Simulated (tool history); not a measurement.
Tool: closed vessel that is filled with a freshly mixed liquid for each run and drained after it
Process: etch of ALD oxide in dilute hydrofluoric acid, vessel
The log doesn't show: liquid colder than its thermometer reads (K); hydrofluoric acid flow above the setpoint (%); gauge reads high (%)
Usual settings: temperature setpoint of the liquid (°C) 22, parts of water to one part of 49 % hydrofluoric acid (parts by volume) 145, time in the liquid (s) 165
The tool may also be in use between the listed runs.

run,hour,temperature setpoint of the liquid (°C),parts of water to one part of 49 % hydrofluoric acid (parts by volume),time in the liquid (s),wafers since the last listed run,hours since the thermometer was replaced,hours since the hydrofluoric acid flow meter was replaced,hours since the gauge calibration,"read-back film thickness of the ALD oxide reference wafer, read on the same gauge (nm)",thickness taken off the ALD oxide on a monitor wafer (nm)
1,0,22,180,165,0,304.5,418.8,200.7,109.98,13.34
2,65,22,180,165,8419,369.5,483.8,265.7,110.02,13.14
3,122.1,22,170,140,7396,426.6,540.9,322.8,109.99,12.07
4,193,22,170,140,9184,497.5,611.8,393.7,109.99,12.02
5,228.9,22,170,140,4650,533.4,647.7,429.6,109.97,11.86
6,295.6,22,145,215,8640,600.1,714.4,496.3,110.04,21.46
# hour 304.1: gauge calibrated
7,330.7,22,145,215,4546,635.2,749.5,26.6,109.98,21.84
8,362.4,22,145,110,4106,666.9,781.2,58.3,109.98,11.08
9,413.2,22,145,165,6580,717.7,832,109.1,110.01,16.43
10,444.2,23.5,180,105,4015,748.7,863,140.1,109.99,8.52
11,476.1,19,185,205,4132,780.6,894.9,172,110.02,13.7
12,512.6,22,170,140,4728,817.1,931.4,208.5,109.93,11.6
# hour 532: hydrofluoric acid flow meter replaced
13,626.9,22,145,165,14676,931.4,94.9,322.8,110.03,16.17
# hour 659.6: thermometer replaced
14,686.5,22,145,165,7590,26.9,154.5,382.4,109.99,17.84
15,737.1,22,110,75,6554,77.5,205.1,433,110.06,10.95
16,778.9,20,80,165,5414,119.3,246.9,474.8,109.98,32.02
# hour 819.9: gauge calibrated
17,831.9,22,170,100,6865,172.3,299.9,12,109.96,8.9
18,872,20.5,125,105,5194,212.4,340,52.1,109.98,12.48

3 ways to go on from here, each from the tool as it stands after run 18. What would each give?
A,872.7,25,145,165,90,213.1,340.7,52.8,?,?
B,872.7,23.5,180,165,90,213.1,340.7,52.8,?,?
C,872.7,26,190,70,90,213.1,340.7,52.8,?,?

run,"read-back film thickness of the ALD oxide reference wafer, read on the same gauge (nm)",thickness taken off the ALD oxide on a monitor wafer (nm)
A,110,19.39
B,110,14.19
C,110,6.19
Without the tool's hidden state the same runs would have given:
run,thickness taken off the ALD oxide on a monitor wafer (nm)
A,19.78
B,14.47
C,6.31
